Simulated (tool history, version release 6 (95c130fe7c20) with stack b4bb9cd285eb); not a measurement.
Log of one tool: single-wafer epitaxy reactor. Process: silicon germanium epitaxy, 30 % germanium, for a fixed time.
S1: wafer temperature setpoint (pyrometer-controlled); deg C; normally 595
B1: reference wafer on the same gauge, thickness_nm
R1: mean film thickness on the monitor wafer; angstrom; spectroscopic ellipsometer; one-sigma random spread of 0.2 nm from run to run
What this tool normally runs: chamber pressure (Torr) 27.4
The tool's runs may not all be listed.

Run 1, hour 0.0: usual settings; B1 74.177. Result: R1 627.79 angstrom.
Run 2, hour 99.6: usual settings; B1 74.204. Result: R1 630.67 angstrom.
Run 3, hour 149.7: usual settings; B1 74.190. Result: R1 630.29 angstrom.
Run 4, hour 198.1: usual settings; B1 74.206. Result: R1 628.79 angstrom.
Run 5, hour 240.8: usual settings but S1 607 deg C, chamber pressure (Torr) 31.2; B1 74.235. Result: R1 829.92 angstrom.
Run 6, hour 534.0: usual settings; B1 74.188. Result: R1 631.45 angstrom.
Run 7, hour 606.5: usual settings; B1 74.164. Result: R1 635.33 angstrom.
At hour 626.4: showerhead replaced.
Run 8, hour 686.8: usual settings but S1 586 deg C; B1 74.224. Result: R1 542.35 angstrom.
Run 9, hour 790.9: usual settings but S1 586 deg C; B1 74.209. Result: R1 537.21 angstrom.
Run 10, hour 859.3: usual settings; B1 74.236. Result: R1 633.74 angstrom.
At hour 903.1: gauge calibrated.
Run 11, hour 950.8: usual settings but S1 585 deg C; B1 74.200. Result: R1 531.56 angstrom.
At hour 972.1: capacitance manometer re-zeroed and calibrated.
At hour 972.9: pyrometer calibrated.
Run 12, hour 987.4: usual settings but S1 590 deg C, chamber pressure (Torr) 25.2; B1 74.188. Result: R1 541.83 angstrom.
Run 13, hour 1056.9: usual settings but S1 586 deg C; B1 74.192. Result: R1 533.28 angstrom.
Run 14, hour 1147.3: usual settings but S1 585 deg C, chamber pressure (Torr) 32.9; B1 74.157. Result: R1 576.84 angstrom.
Run 15, hour 1222.4: usual settings but chamber pressure (Torr) 34.0; B1 74.215. Result: R1 697.89 angstrom.
Run 16, hour 1261.4: usual settings but S1 601 deg C, chamber pressure (Torr) 22.3; B1 74.216. Result: R1 613.44 angstrom.
Run 17, hour 1366.3: usual settings but chamber pressure (Torr) 22.1; B1 74.188. Result: R1 548.11 angstrom.
Run 18, hour 1443.6: usual settings but chamber pressure (Torr) 34.0; B1 74.219. Result: R1 698.00 angstrom.

Alternative continuations, all from the tool just after run 18; predict every row:
Run A, hour 1444.0: usual settings but S1 603 deg C; B1 ?. Result: R1 ?.
Run B, hour 1444.0: usual settings but S1 600 deg C, chamber pressure (Torr) 32.2; B1 ?. Result: R1 ?.
Run C, hour 1444.0: usual settings but S1 586 deg C, chamber pressure (Torr) 32.1; B1 ?. Result: R1 ?.

run      B1      R1
  A  74.195  719.69
  B  74.195  745.72
  C  74.195  582.48
Stripped of hidden state, with their random variation kept, the same runs would have yielded:
run      R1
  A  715.16
  B  741.00
  C  578.68
